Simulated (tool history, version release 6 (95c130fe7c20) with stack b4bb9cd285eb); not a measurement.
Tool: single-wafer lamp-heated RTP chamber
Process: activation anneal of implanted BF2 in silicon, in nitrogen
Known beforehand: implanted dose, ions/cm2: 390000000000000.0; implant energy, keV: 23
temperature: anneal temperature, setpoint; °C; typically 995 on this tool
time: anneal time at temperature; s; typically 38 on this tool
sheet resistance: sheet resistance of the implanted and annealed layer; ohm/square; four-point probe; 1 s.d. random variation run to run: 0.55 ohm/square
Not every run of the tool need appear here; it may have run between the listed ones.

run   hour  temperature  time  wafers since the last listed run  wafers since the last pyrometer calibration  wafers since the reflector plate was cleaned  hours since the gauge calibration  read-back reference wafer on the same gauge, sheet resistance  sheet resistance
  1      0          995    52                                 0                                            7                                          7367                              906.5                                                         297.97            279.99
  2   26.5          995    38                               425                                          432                                          7793                                933                                                         297.96            281.14
  3   58.4          995    38                               512                                          945                                          8305                              964.9                                                         297.88            282.41
  4   91.8          995    38                               536                                         1481                                          8841                              998.3                                                         297.93            280.99
  5  107.7          995    45                               255                                         1736                                          9096                             1014.2                                                         297.98            280.19
     109.8  -- gauge calibrated
  6  128.1          995    38                               327                                         2064                                          9424                               18.3                                                         297.88            281.82
  7  142.3          995    38                               227                                         2292                                          9652                               32.5                                                         298.22            280.75
  8  170.6          995    38                               454                                         2746                                         10106                               60.8                                                          297.9            280.62
  9  197.4         1012    28                               430                                         3176                                         10537                               87.6                                                         298.01             279.6
 10  212.6          995    38                               244                                         3420                                         10781                              102.8                                                         297.96            280.68
 11  242.8          995    38                               484                                         3905                                         11266                                133                                                         298.12            281.08
 12    267          995    38                               388                                         4294                                         11654                              157.2                                                         298.02            281.14
 13    291          995    38                               385                                         4679                                         12039                              181.2                                                         297.92            280.91
 14  321.3         1016    51                               486                                         5166                                         12526                              211.5                                                          297.9            274.49
 15    347          995    38                               412                                         5578                                         12939                              237.2                                                         298.03            280.13
     360.8  -- reflector plate cleaned
 16  373.9          995    38                               303                                         5882                                           210                              264.1                                                         297.92            279.27
 17  404.6          995    38                               492                                         6375                                           703                              294.8                                                         298.01            280.49
     422.7  -- pyrometer window cleaned and pyrometer calibrated
 18  437.8         1013    38                               404                                          241                                          1107                                328                                                         298.06            276.01
 19  455.5         1013    59                               284                                          526                                          1391                              345.7                                                         297.98            272.01
 20  476.7          979    38                               340                                          866                                          1732                              366.9                                                         298.16            283.66
 21  511.1          995    47                               552                                         1418                                          2284                              401.3                                                         298.02            278.81
     519.6  -- reflector plate cleaned, repeated, since the last time left the tool worse
 22  545.4         1014    38                               422                                         1841                                           414                              435.6                                                         297.95            277.52
 23  648.7         1024    59                              1658                                         3499                                          2072                              538.9                                                         298.16             271.8
 24  670.3         1016    28                               346                                         3846                                          2419                              560.5                                                         298.08            280.45
 25  682.4          981    30                               194                                         4040                                          2613                              572.6                                                         298.04            287.34

Predict the results of run 26:
 26  708.7          973    32                               422                                         4463                                          3036                              598.9                                                              ?                 ?

{"run 26": {"read-back reference wafer on the same gauge, sheet resistance": 297.92, "sheet resistance": 290.75}}
On a tool with no hidden condition, and with the same random variation, this run would have come out at sheet resistance 291.02 ohm/square.

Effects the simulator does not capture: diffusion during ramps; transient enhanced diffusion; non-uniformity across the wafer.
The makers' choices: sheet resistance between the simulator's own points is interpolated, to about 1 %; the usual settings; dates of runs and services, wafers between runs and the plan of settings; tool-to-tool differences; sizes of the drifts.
